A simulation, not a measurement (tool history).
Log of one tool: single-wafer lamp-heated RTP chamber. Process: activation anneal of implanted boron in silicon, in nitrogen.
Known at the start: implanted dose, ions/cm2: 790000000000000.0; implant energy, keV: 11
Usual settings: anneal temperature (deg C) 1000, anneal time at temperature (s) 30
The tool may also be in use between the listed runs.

run,hour,anneal temperature (deg C),anneal time at temperature (s),"read-back reference wafer on the same gauge, sheet resistance",sheet resistance of the implanted and annealed layer (ohm/square)
1,0.0,1017,30,129.56,141.47
2,40.0,1000,30,129.31,145.18
# hour 91.2: pyrometer window cleaned and pyrometer calibrated
3,101.5,1000,30,129.22,146.03
4,149.2,1000,30,129.38,145.99
5,198.8,1000,30,129.18,144.33
6,254.0,1000,30,129.13,144.59
7,297.8,1000,25,128.75,145.29
8,367.3,1000,25,128.73,145.78
9,419.1,1000,25,128.68,145.06
10,475.0,1023,24,128.38,141.15
11,507.6,1023,24,128.35,141.14
12,578.0,978,30,128.20,151.82
# hour 594.6: reflector plate cleaned
# hour 662.7: pyrometer window cleaned and pyrometer calibrated
13,725.0,978,30,127.72,152.45
14,772.3,1000,17,127.67,145.21
# hour 777.9: gauge calibrated
15,830.2,1000,17,131.97,150.26
16,873.2,1000,30,132.07,147.07
17,906.6,1000,30,131.80,147.74
18,977.8,1023,24,131.96,144.18
19,1022.3,1030,40,131.74,142.43
20,1062.5,982,15,131.38,157.64
21,1115.8,1024,42,131.36,142.53
22,1155.5,1000,25,131.37,148.31
23,1194.1,970,30,131.33,160.92
24,1218.9,979,30,131.20,155.56
25,1284.4,1018,16,131.01,144.64
26,1342.8,1000,30,130.80,146.61
# hour 1359.1: pyrometer window cleaned and pyrometer calibrated
27,1371.4,974,40,130.76,155.34
28,1443.4,1000,30,130.58,145.23
# hour 1477.5: reflector plate cleaned
29,1485.8,1024,43,130.52,140.42
30,1511.0,1015,40,130.31,143.02
31,1582.5,1026,30,130.20,142.29
32,1643.4,1000,25,129.98,146.89
33,1685.2,988,46,130.01,146.99
34,1734.5,1000,30,129.87,145.40
35,1777.7,1023,30,129.79,142.71

Some steps in sheet resistance of the implanted and annealed layer (ohm/square) between neighbouring runs. How much of each would the tool show without its hidden state too (settings, what came in, random variation), and how much is left for the hidden state, with any gauge scatter that isn't in both results?
The hidden state here: true wafer temperature minus pyrometer reading, K; wafer temperature error from the tarnished reflector plate, K; gauge reads high (%).
Run 11 -> 12: anneal temperature (deg C) 1023 -> 978, anneal time at temperature (s) 24 -> 30. sheet resistance of the implanted and annealed layer (ohm/square) +10.68: hidden state -0.52, all else +11.20.
Run 12 -> 13: reflector plate cleaned, pyrometer window cleaned and pyrometer calibrated. sheet resistance of the implanted and annealed layer (ohm/square) +0.63: hidden state -0.48, all else +1.11.
Run 14 -> 15: gauge calibrated. sheet resistance of the implanted and annealed layer (ohm/square) +5.05: hidden state +5.07, all else -0.02.
Run 19 -> 20: anneal temperature (deg C) 1030 -> 982, anneal time at temperature (s) 40 -> 15. sheet resistance of the implanted and annealed layer (ohm/square) +15.21: hidden state -0.17, all else +15.38.
Run 20 -> 21: anneal temperature (deg C) 982 -> 1024, anneal time at temperature (s) 15 -> 42. sheet resistance of the implanted and annealed layer (ohm/square) -15.11: hidden state -0.09, all else -15.02.
Run 22 -> 23: anneal temperature (deg C) 1000 -> 970, anneal time at temperature (s) 25 -> 30. sheet resistance of the implanted and annealed layer (ohm/square) +12.61: hidden state -0.18, all else +12.79.
